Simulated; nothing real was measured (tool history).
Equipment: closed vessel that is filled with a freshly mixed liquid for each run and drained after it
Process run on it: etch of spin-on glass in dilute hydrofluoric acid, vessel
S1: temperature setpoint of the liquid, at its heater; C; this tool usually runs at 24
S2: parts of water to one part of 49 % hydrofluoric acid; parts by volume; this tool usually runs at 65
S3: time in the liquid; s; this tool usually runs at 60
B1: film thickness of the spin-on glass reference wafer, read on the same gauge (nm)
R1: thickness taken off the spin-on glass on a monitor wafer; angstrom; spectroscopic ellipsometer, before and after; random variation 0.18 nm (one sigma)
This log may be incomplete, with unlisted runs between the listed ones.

{"run": 1, "hour": 0.0, "S1": 24, "S2": 65, "S3": 75, "B1": 140.02, "R1": 402.8}
{"run": 2, "hour": 52.3, "S1": 24, "S2": 65, "S3": 75, "B1": 140.02, "R1": 399.2}
{"run": 3, "hour": 99.9, "S1": 24, "S2": 65, "S3": 80, "B1": 140.02, "R1": 428.5}
{"run": 4, "hour": 132.3, "S1": 24, "S2": 65, "S3": 80, "B1": 139.97, "R1": 425.7}
{"run": 5, "hour": 189.5, "S1": 24, "S2": 65, "S3": 80, "B1": 140.01, "R1": 424.2}
{"run": 6, "hour": 254.9, "S1": 23, "S2": 65, "S3": 50, "B1": 139.99, "R1": 252}
{"run": 7, "hour": 311.1, "S1": 23, "S2": 65, "S3": 50, "B1": 140.04, "R1": 252}
{"run": 8, "hour": 335.9, "S1": 24, "S2": 65, "S3": 60, "B1": 139.99, "R1": 313.4}
{"run": 9, "hour": 378.7, "S1": 24, "S2": 65, "S3": 80, "B1": 140.01, "R1": 416.2}
{"run": 10, "hour": 408.8, "S1": 24, "S2": 50, "S3": 60, "B1": 139.97, "R1": 414.7}
{"run": 11, "hour": 446.7, "S1": 20.5, "S2": 85, "S3": 60, "B1": 139.99, "R1": 200.3}
{"hour": 480.5, "done": "hydrofluoric acid flow meter replaced"}
{"hour": 532.3, "done": "thermometer replaced"}
{"run": 12, "hour": 644.9, "S1": 24, "S2": 45, "S3": 35, "B1": 140, "R1": 305.8}
{"run": 13, "hour": 692.9, "S1": 20, "S2": 85, "S3": 85, "B1": 140, "R1": 311.9}
{"run": 14, "hour": 743.4, "S1": 24, "S2": 65, "S3": 60, "B1": 139.99, "R1": 345.5}
{"hour": 754.5, "done": "gauge calibrated"}
{"run": 15, "hour": 943.5, "S1": 22.5, "S2": 65, "S3": 75, "B1": 140, "R1": 399.9}
{"run": 16, "hour": 1013.3, "S1": 27, "S2": 45, "S3": 35, "B1": 139.98, "R1": 329.4}

Forecast run 17:
{"run": 17, "hour": 1073.5, "S1": 20, "S2": 75, "S3": 75, "B1": "?", "R1": "?"}

Run 17 produced B1 140.02, R1 305 angstrom.
Had the tool carried no hidden state, the very same run would have given R1 323 angstrom.
